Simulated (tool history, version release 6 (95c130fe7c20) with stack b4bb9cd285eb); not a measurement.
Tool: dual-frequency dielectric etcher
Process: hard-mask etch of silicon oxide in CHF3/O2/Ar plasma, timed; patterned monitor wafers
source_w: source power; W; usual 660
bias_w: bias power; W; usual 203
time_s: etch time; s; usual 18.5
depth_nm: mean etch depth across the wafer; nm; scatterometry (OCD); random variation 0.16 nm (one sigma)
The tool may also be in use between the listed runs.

run,hour,source_w,bias_w,time_s,wafers since the last listed run,hours since the last wet clean,hours since the last source power generator calibration,hours since the last bias power generator calibration,hours since the last upper electrode change,hours since the gauge calibration,"read-back reference wafer on the same gauge, depth_nm",depth_nm
1,0.0,660,164,18.5,0,154.3,1436.6,4077.8,2784.0,178.7,33.46,35.16
2,86.9,660,164,18.5,2149,241.2,1523.5,4164.7,2870.9,265.6,33.39,35.42
3,99.7,660,203,18.5,316,254.0,1536.3,4177.5,2883.7,278.4,33.40,37.85
4,121.7,660,203,18.5,544,276.0,1558.3,4199.5,2905.7,300.4,33.41,37.79
5,152.2,660,203,18.5,754,306.5,1588.8,4230.0,2936.2,330.9,33.41,37.90
6,169.8,660,203,18.5,435,324.1,1606.4,4247.6,2953.8,348.5,33.34,37.89
7,184.7,660,203,18.5,368,339.0,1621.3,4262.5,2968.7,363.4,33.39,37.70
8,199.1,750,203,21.0,356,353.4,1635.7,4276.9,2983.1,377.8,33.48,45.30
# hour 233.8: source power generator calibrated
9,261.5,750,203,21.0,1444,415.8,27.7,4339.3,3045.5,440.2,33.32,45.50
10,280.6,760,244,18.5,472,434.9,46.8,4358.4,3064.6,459.3,33.41,42.30
11,303.1,600,203,18.5,556,457.4,69.3,4380.9,3087.1,481.8,33.37,36.70
# hour 368.0: upper electrode replaced, of another model than before
12,371.9,660,203,20.5,1108,526.2,138.1,4449.7,3.9,550.6,33.36,42.24
# hour 379.1: gauge calibrated
# hour 420.8: wet clean of the chamber
13,421.3,660,203,20.5,628,0.5,187.5,4499.1,53.3,42.2,33.40,41.58
14,421.6,600,243,22.0,7,0.8,187.8,4499.4,53.6,42.5,33.37,43.50
15,450.3,600,243,22.0,709,29.5,216.5,4528.1,82.3,71.2,33.42,43.19
16,478.9,520,218,18.5,707,58.1,245.1,4556.7,110.9,99.8,33.39,32.92
17,494.3,660,176,13.5,380,73.5,260.5,4572.1,126.3,115.2,33.35,27.04
18,526.8,660,164,18.5,803,106.0,293.0,4604.6,158.8,147.7,33.45,36.51
19,548.9,810,203,18.5,546,128.1,315.1,4626.7,180.9,169.8,33.37,41.58
# hour 571.0: bias power generator calibrated
20,571.5,660,162,15.5,460,150.7,337.7,0.5,203.5,192.4,33.41,30.58
21,581.5,660,203,18.5,247,160.7,347.7,10.5,213.5,202.4,33.37,37.69
22,616.7,820,185,15.5,870,195.9,382.9,45.7,248.7,237.6,33.39,34.75
23,632.8,660,158,18.5,398,212.0,399.0,61.8,264.8,253.7,33.39,36.30
24,647.5,660,203,18.5,363,226.7,413.7,76.5,279.5,268.4,33.44,37.50
25,681.0,500,203,18.5,828,260.2,447.2,110.0,313.0,301.9,33.36,32.21
26,698.4,580,203,18.5,430,277.6,464.6,127.4,330.4,319.3,33.42,35.01
27,725.1,560,178,16.5,660,304.3,491.3,154.1,357.1,346.0,33.44,30.17
28,740.7,660,182,18.5,385,319.9,506.9,169.7,372.7,361.6,33.40,37.50
29,769.2,660,203,18.5,705,348.4,535.4,198.2,401.2,390.1,33.42,38.09
30,789.6,660,189,18.5,504,368.8,555.8,218.6,421.6,410.5,33.34,37.68

4 ways to go on from here, each from the tool as it stands after run 30. What would each give?
A,790.0,660,155,18.5,9,369.2,556.2,219.0,422.0,410.9,?,?
B,790.0,660,161,17.0,9,369.2,556.2,219.0,422.0,410.9,?,?
C,790.0,660,188,18.5,9,369.2,556.2,219.0,422.0,410.9,?,?
D,790.0,790,203,18.5,9,369.2,556.2,219.0,422.0,410.9,?,?

run,"read-back reference wafer on the same gauge, depth_nm",depth_nm
A,33.36,36.58
B,33.36,33.77
C,33.36,37.49
D,33.36,41.69
Without the tool's hidden state the same runs would have given:
run,depth_nm
A,35.64
B,32.90
C,36.53
D,40.62
